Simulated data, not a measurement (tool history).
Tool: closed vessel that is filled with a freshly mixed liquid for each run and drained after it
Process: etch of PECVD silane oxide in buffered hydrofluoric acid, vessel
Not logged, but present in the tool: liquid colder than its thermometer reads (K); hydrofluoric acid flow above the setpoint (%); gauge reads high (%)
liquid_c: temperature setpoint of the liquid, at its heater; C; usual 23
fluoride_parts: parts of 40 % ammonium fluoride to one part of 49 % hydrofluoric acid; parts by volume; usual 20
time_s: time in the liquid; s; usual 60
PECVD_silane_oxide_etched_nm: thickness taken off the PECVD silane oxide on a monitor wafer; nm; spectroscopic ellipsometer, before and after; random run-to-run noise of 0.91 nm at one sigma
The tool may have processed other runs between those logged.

run    hour  liquid_c  fluoride_parts  time_s  wafers since the last listed run  hours since the thermometer was replaced  hours since the hydrofluoric acid flow meter was replaced  hours since the gauge calibration  read-back film thickness of the PECVD silane oxide reference wafer, read on the same gauge (nm)  PECVD_silane_oxide_etched_nm
  1       0        23              20      45                                 0                                     748.5                                                     1252.9                             1454.4                                                                                           100.01                         65.84
       28.6  -- gauge calibrated
  2    38.7        23              20      60                              2538                                     787.2                                                     1291.6                               10.1                                                                                           100.02                         86.72
  3    77.6        23              20      60                              2551                                     826.1                                                     1330.5                                 49                                                                                              100                         87.15
  4   103.9        23              20      60                              1725                                     852.4                                                     1356.8                               75.3                                                                                            99.99                          86.1
  5   148.5        23              20      85                              2925                                       897                                                     1401.4                              119.9                                                                                           100.02                        121.84
  6   207.2        23              20      80                              3850                                     955.7                                                     1460.1                              178.6                                                                                            99.99                        113.53
      246.6  -- thermometer replaced
  7   260.9        23              20      80                              3456                                      14.3                                                     1513.8                              232.3                                                                                           100.01                        127.79
  8   310.6        25              20      60                              3260                                        64                                                     1563.5                                282                                                                                            99.98                        105.68
  9   349.3        23              20      60                              2538                                     102.7                                                     1602.2                              320.7                                                                                              100                         95.54
 10   397.8        23              20      60                              3181                                     151.2                                                     1650.7                              369.2                                                                                            99.99                         94.33
 11   422.4        23              20      60                              1613                                     175.8                                                     1675.3                              393.8                                                                                            99.99                         95.06
 12   450.2        23              20      40                              1823                                     203.6                                                     1703.1                              421.6                                                                                           100.01                         62.55
 13   506.2        23              20      40                              3673                                     259.6                                                     1759.1                              477.6                                                                                           100.02                          62.8
 14   602.3        23              20      60                              6303                                     355.7                                                     1855.2                              573.7                                                                                           100.01                         92.99
 15   635.4        23              20      80                              2171                                     388.8                                                     1888.3                              606.8                                                                                           100.03                        122.26
 16   696.6        23              20      60                              4014                                       450                                                     1949.5                                668                                                                                           100.01                         92.66
      815.1  -- hydrofluoric acid flow meter replaced
 17   905.6      27.5            14.5      60                             13643                                       659                                                       90.5                                877                                                                                            99.98                        147.51
 18   961.7        19              27      40                              3679                                     715.1                                                      146.6                              933.1                                                                                           100.02                          36.4
 19  1028.4        23              20      60                              4375                                     781.8                                                      213.3                              999.8                                                                                           100.02                         82.97
 20  1182.7        18              20      60                             10121                                     936.1                                                      367.6                             1154.1                                                                                            99.99                         63.14
     1200.2  -- thermometer replaced
 21  1248.6        23            12.5      60                              4257                                      48.4                                                      433.5                               1220                                                                                           100.01                        147.22
 22  1278.7        23              20      60                              1974                                      78.5                                                      463.6                             1250.1                                                                                           100.03                         95.08
       1283  -- gauge calibrated
 23  1325.5      18.5              20      60                              3069                                     125.3                                                      510.4                               42.5                                                                                           100.01                         74.54
 24  1363.4      21.5              17      30                              2486                                     163.2                                                      548.3                               80.4                                                                                            99.99                         50.56
 25  1425.7        23              20      60                              4086                                     225.5                                                      610.6                              142.7                                                                                           100.01                         92.16
 26  1480.9      25.5              17      35                              3620                                     280.7                                                      665.8                              197.9                                                                                              100                         71.79
 27  1514.3        21              27      60                              2190                                     314.1                                                      699.2                              231.3                                                                                            99.99                         66.32
 28  1554.3        23              13      35                              2623                                     354.1                                                      739.2                              271.3                                                                                            99.99                         80.35
 29  1600.1      24.5              16      70                              3004                                     399.9                                                        785                              317.1                                                                                            99.96                        143.83
 30  1658.2      26.5              20      60                              3811                                       458                                                      843.1                              375.2                                                                                           100.04                        110.97
 31  1723.2        23            24.5      80                              4263                                       523                                                      908.1                              440.2                                                                                           100.01                        102.24

For some of the steps in PECVD_silane_oxide_etched_nm from one run to the next: how much would appear even if the tool had no hidden state, given the settings, what came in and random variation, and how much remains for the hidden state plus any gauge scatter that the measured result and the result without hidden state don't share?
Run 6 -> 7: thermometer replaced. PECVD_silane_oxide_etched_nm +14.26 nm: hidden state +14.31, all else -0.05.
Run 16 -> 17: liquid_c 23 -> 27.5, fluoride_parts 20 -> 14.5, hydrofluoric acid flow meter replaced. PECVD_silane_oxide_etched_nm +54.85 nm: hidden state -13.63, all else +68.48.
Run 17 -> 18: liquid_c 27.5 -> 19, fluoride_parts 14.5 -> 27, time_s 60 -> 40. PECVD_silane_oxide_etched_nm -111.11 nm: hidden state +11.78, all else -122.89.
Run 20 -> 21: liquid_c 18 -> 23, fluoride_parts 20 -> 12.5, thermometer replaced. PECVD_silane_oxide_etched_nm +84.08 nm: hidden state +9.46, all else +74.62.
Run 28 -> 29: liquid_c 23 -> 24.5, fluoride_parts 13 -> 16, time_s 35 -> 70. PECVD_silane_oxide_etched_nm +63.48 nm: hidden state -2.8, all else +66.28.
